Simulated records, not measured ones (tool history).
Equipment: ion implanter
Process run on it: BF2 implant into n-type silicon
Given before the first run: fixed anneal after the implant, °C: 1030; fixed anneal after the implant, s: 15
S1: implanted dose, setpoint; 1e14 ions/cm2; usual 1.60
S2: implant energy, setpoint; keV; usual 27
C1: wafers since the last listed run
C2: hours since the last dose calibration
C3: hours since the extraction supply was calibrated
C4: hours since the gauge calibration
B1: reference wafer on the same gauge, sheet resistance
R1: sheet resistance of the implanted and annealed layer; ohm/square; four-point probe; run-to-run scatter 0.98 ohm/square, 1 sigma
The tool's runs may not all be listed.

run	hour	S1	S2	C1	C2	C3	C4	B1	R1
1	0.0	1.60	27	0	1671.5	2276.5	156.7	717.08	624.17
2	8.5	1.60	27	238	1680.0	2285.0	165.2	716.93	623.28
3	23.8	1.60	27	429	1695.3	2300.3	180.5	716.92	623.92
4	36.3	1.31	27	350	1707.8	2312.8	193.0	716.99	736.61
5	42.6	1.60	20	176	1714.1	2319.1	199.3	717.24	647.79
6	59.4	1.60	20	471	1730.9	2335.9	216.1	717.37	646.66
7	68.3	1.60	27	249	1739.8	2344.8	225.0	716.97	623.31
8	82.7	1.74	27	403	1754.2	2359.2	239.4	717.01	581.09
9	99.1	1.60	27	459	1770.6	2375.6	255.8	716.82	622.55
10	108.3	1.60	27	258	1779.8	2384.8	265.0	717.30	622.54
11	125.8	1.60	27	490	1797.3	2402.3	282.5	716.93	624.27

For run 12, what comes out?
12	137.3	1.21	21	322	1808.8	2413.8	294.0	?	?

{"run 12": {"B1": 717.16, "R1": 815.45}}
Minus the tool's unlogged condition, the same run would have read R1 855.29 ohm/square.

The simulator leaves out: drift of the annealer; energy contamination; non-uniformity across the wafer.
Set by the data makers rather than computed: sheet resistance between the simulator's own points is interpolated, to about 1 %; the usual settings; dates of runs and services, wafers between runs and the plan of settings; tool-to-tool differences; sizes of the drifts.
